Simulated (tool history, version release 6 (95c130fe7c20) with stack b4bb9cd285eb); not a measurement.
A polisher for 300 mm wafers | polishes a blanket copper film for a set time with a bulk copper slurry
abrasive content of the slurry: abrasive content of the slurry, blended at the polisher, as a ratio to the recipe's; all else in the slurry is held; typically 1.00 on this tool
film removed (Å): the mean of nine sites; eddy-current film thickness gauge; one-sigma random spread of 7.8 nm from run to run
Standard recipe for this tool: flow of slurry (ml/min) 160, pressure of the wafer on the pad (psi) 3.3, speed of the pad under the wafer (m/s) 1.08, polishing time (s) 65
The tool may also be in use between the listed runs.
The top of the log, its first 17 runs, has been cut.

| run | hour | flow of slurry (ml/min) | pressure of the wafer on the pad (psi) | speed of the pad under the wafer (m/s) | abrasive content of the slurry | polishing time (s) | wafers since the last listed run | wafers polished on this pad | hours since the slurry nozzle was cleaned | hours since the head pressure was calibrated | hours since the slurry blender was calibrated | incoming thickness of the incoming film, nm | film removed (Å) |
|---|---|---|---|---|---|---|---|---|---|---|---|---|---|
| 18 | 198.8 | 195 | 3.3 | 1.38 | 1.30 | 78 | 94 | 403 | 604.0 | 12.4 | 137.5 | 2160.3 | 9853 |
| 19 | 212.6 | 160 | 3.3 | 1.08 | 1.15 | 65 | 110 | 513 | 617.8 | 26.2 | 151.3 | 2190.8 | 5900 |
| 20 | 225.8 | 145 | 3.3 | 1.40 | 0.85 | 65 | 105 | 619 | 631.0 | 39.4 | 164.5 | 2144.5 | 7036 |
| 21 | 236.3 | 160 | 2.1 | 1.08 | 1.00 | 48 | 83 | 702 | 641.5 | 49.9 | 175.0 | 2122.9 | 2706 |
|  | 249.3 | worn pad replaced by a new one |
|  | 255.7 | slurry blender recalibrated |
|  | 261.2 | slurry nozzle cleaned |
| 22 | 263.2 | 160 | 4.1 | 1.08 | 1.00 | 65 | 158 | 87 | 2.0 | 76.8 | 7.5 | 2148.0 | 7677 |
| 23 | 281.1 | 160 | 3.7 | 1.08 | 0.80 | 65 | 142 | 229 | 19.9 | 94.7 | 25.4 | 2134.1 | 6389 |
| 24 | 291.3 | 160 | 2.5 | 1.08 | 1.00 | 65 | 81 | 311 | 30.1 | 104.9 | 35.6 | 2108.8 | 4600 |
| 25 | 299.2 | 160 | 3.3 | 1.08 | 1.00 | 65 | 63 | 374 | 38.0 | 112.8 | 43.5 | 2147.5 | 6060 |

Expected results for the next run?
| 26 | 307.5 | 160 | 3.3 | 1.26 | 1.00 | 65 | 66 | 440 | 46.3 | 121.1 | 51.8 | 2166.4 | ? |

film removed (Å): 7124
Take away the tool's hidden state, keep the run-to-run variation as it was, and the same run would have given film removed (Å) 7278.

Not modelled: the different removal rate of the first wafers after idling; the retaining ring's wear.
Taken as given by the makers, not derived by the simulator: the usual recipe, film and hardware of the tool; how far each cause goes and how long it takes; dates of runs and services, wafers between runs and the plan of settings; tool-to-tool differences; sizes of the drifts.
